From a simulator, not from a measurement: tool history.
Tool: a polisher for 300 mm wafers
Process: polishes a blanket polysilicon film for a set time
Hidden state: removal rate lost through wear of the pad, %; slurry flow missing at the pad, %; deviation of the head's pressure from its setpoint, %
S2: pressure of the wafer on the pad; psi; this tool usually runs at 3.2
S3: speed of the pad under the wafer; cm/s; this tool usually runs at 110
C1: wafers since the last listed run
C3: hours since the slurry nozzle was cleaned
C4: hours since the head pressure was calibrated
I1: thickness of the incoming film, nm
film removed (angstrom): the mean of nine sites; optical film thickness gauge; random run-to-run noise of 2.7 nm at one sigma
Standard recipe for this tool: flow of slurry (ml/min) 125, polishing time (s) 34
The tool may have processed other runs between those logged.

{"run": 1, "hour": 0.0, "flow of slurry (ml/min)": 125, "S2": 3.2, "S3": 110, "polishing time (s)": 30, "C1": 0, "wafers polished on this pad": 240, "C3": 278.6, "C4": 1391.8, "I1": 1003.7, "film removed (angstrom)": 2672}
{"run": 2, "hour": 9.0, "flow of slurry (ml/min)": 125, "S2": 3.2, "S3": 110, "polishing time (s)": 30, "C1": 116, "wafers polished on this pad": 356, "C3": 287.6, "C4": 1400.8, "I1": 1003.9, "film removed (angstrom)": 2629}
{"run": 3, "hour": 17.1, "flow of slurry (ml/min)": 125, "S2": 3.2, "S3": 110, "polishing time (s)": 30, "C1": 104, "wafers polished on this pad": 461, "C3": 295.7, "C4": 1408.9, "I1": 979.5, "film removed (angstrom)": 2562}
{"run": 4, "hour": 28.5, "flow of slurry (ml/min)": 125, "S2": 4.1, "S3": 82, "polishing time (s)": 34, "C1": 147, "wafers polished on this pad": 608, "C3": 307.1, "C4": 1420.3, "I1": 1018.1, "film removed (angstrom)": 3148}
{"hour": 39.2, "done": "worn pad replaced by a new one"}
{"run": 5, "hour": 41.0, "flow of slurry (ml/min)": 125, "S2": 4.1, "S3": 82, "polishing time (s)": 34, "C1": 109, "wafers polished on this pad": 23, "C3": 319.6, "C4": 1432.8, "I1": 1002.7, "film removed (angstrom)": 3464}
{"run": 6, "hour": 57.2, "flow of slurry (ml/min)": 125, "S2": 3.2, "S3": 134, "polishing time (s)": 25, "C1": 208, "wafers polished on this pad": 232, "C3": 335.8, "C4": 1449.0, "I1": 989.4, "film removed (angstrom)": 2506}
{"run": 7, "hour": 86.3, "flow of slurry (ml/min)": 125, "S2": 3.2, "S3": 134, "polishing time (s)": 25, "C1": 375, "wafers polished on this pad": 607, "C3": 364.9, "C4": 1478.1, "I1": 988.9, "film removed (angstrom)": 2410}
{"hour": 103.5, "done": "worn pad replaced by a new one"}
{"run": 8, "hour": 104.0, "flow of slurry (ml/min)": 125, "S2": 3.2, "S3": 110, "polishing time (s)": 34, "C1": 176, "wafers polished on this pad": 5, "C3": 382.6, "C4": 1495.8, "I1": 1004.0, "film removed (angstrom)": 3187}
{"hour": 109.9, "done": "slurry nozzle cleaned"}
{"run": 9, "hour": 113.0, "flow of slurry (ml/min)": 125, "S2": 3.2, "S3": 110, "polishing time (s)": 34, "C1": 103, "wafers polished on this pad": 109, "C3": 3.1, "C4": 1504.8, "I1": 1001.3, "film removed (angstrom)": 3098}
{"run": 10, "hour": 120.6, "flow of slurry (ml/min)": 125, "S2": 3.2, "S3": 110, "polishing time (s)": 34, "C1": 98, "wafers polished on this pad": 207, "C3": 10.7, "C4": 1512.4, "I1": 991.5, "film removed (angstrom)": 2995}
{"run": 11, "hour": 126.7, "flow of slurry (ml/min)": 125, "S2": 3.2, "S3": 110, "polishing time (s)": 34, "C1": 78, "wafers polished on this pad": 285, "C3": 16.8, "C4": 1518.5, "I1": 1004.5, "film removed (angstrom)": 2921}
{"run": 12, "hour": 141.5, "flow of slurry (ml/min)": 125, "S2": 3.2, "S3": 132, "polishing time (s)": 26, "C1": 190, "wafers polished on this pad": 476, "C3": 31.6, "C4": 1533.3, "I1": 999.2, "film removed (angstrom)": 2542}
{"run": 13, "hour": 154.9, "flow of slurry (ml/min)": 125, "S2": 3.7, "S3": 96, "polishing time (s)": 23, "C1": 172, "wafers polished on this pad": 649, "C3": 45.0, "C4": 1546.7, "I1": 1003.7, "film removed (angstrom)": 2111}
{"hour": 160.3, "done": "worn pad replaced by a new one"}
{"hour": 167.0, "done": "head pressure recalibrated"}
{"run": 14, "hour": 169.4, "flow of slurry (ml/min)": 125, "S2": 3.2, "S3": 110, "polishing time (s)": 34, "C1": 109, "wafers polished on this pad": 91, "C3": 59.5, "C4": 2.4, "I1": 1001.4, "film removed (angstrom)": 3094}
{"run": 15, "hour": 177.0, "flow of slurry (ml/min)": 125, "S2": 3.2, "S3": 110, "polishing time (s)": 29, "C1": 98, "wafers polished on this pad": 189, "C3": 67.1, "C4": 10.0, "I1": 997.3, "film removed (angstrom)": 2577}
{"run": 16, "hour": 194.1, "flow of slurry (ml/min)": 125, "S2": 3.2, "S3": 110, "polishing time (s)": 34, "C1": 220, "wafers polished on this pad": 409, "C3": 84.2, "C4": 27.1, "I1": 1004.4, "film removed (angstrom)": 2943}
{"hour": 222.6, "done": "worn pad replaced by a new one"}
{"run": 17, "hour": 245.3, "flow of slurry (ml/min)": 125, "S2": 3.2, "S3": 134, "polishing time (s)": 25, "C1": 608, "wafers polished on this pad": 292, "C3": 135.4, "C4": 78.3, "I1": 1019.3, "film removed (angstrom)": 2497}
{"run": 18, "hour": 253.1, "flow of slurry (ml/min)": 155, "S2": 3.2, "S3": 142, "polishing time (s)": 46, "C1": 100, "wafers polished on this pad": 393, "C3": 143.2, "C4": 86.1, "I1": 1003.6, "film removed (angstrom)": 4771}
{"run": 19, "hour": 265.6, "flow of slurry (ml/min)": 125, "S2": 3.2, "S3": 110, "polishing time (s)": 34, "C1": 161, "wafers polished on this pad": 554, "C3": 155.7, "C4": 98.6, "I1": 989.9, "film removed (angstrom)": 2907}
{"run": 20, "hour": 277.6, "flow of slurry (ml/min)": 90, "S2": 4.0, "S3": 76, "polishing time (s)": 25, "C1": 154, "wafers polished on this pad": 709, "C3": 167.7, "C4": 110.6, "I1": 985.8, "film removed (angstrom)": 2057}
{"hour": 282.8, "done": "worn pad replaced by a new one"}
{"run": 21, "hour": 293.4, "flow of slurry (ml/min)": 160, "S2": 2.9, "S3": 110, "polishing time (s)": 34, "C1": 152, "wafers polished on this pad": 137, "C3": 183.5, "C4": 126.4, "I1": 1011.9, "film removed (angstrom)": 2840}
{"run": 22, "hour": 308.4, "flow of slurry (ml/min)": 105, "S2": 2.2, "S3": 74, "polishing time (s)": 37, "C1": 193, "wafers polished on this pad": 330, "C3": 198.5, "C4": 141.4, "I1": 995.2, "film removed (angstrom)": 1754}

Had the tool no unlogged condition, and each run kept its random variation, what would the results have been?
run=1 film_removed_(angstrom)=2834
run=2 film_removed_(angstrom)=2827
run=3 film_removed_(angstrom)=2779
run=4 film_removed_(angstrom)=3440
run=5 film_removed_(angstrom)=3506
run=6 film_removed_(angstrom)=2660
run=7 film_removed_(angstrom)=2639
run=8 film_removed_(angstrom)=3197
run=9 film_removed_(angstrom)=3211
run=10 film_removed_(angstrom)=3162
run=11 film_removed_(angstrom)=3118
run=12 film_removed_(angstrom)=2759
run=13 film_removed_(angstrom)=2308
run=14 film_removed_(angstrom)=3200
run=15 film_removed_(angstrom)=2717
run=16 film_removed_(angstrom)=3180
run=17 film_removed_(angstrom)=2673
run=18 film_removed_(angstrom)=5161
run=19 film_removed_(angstrom)=3177
run=20 film_removed_(angstrom)=2260
run=21 film_removed_(angstrom)=2955
run=22 film_removed_(angstrom)=1880

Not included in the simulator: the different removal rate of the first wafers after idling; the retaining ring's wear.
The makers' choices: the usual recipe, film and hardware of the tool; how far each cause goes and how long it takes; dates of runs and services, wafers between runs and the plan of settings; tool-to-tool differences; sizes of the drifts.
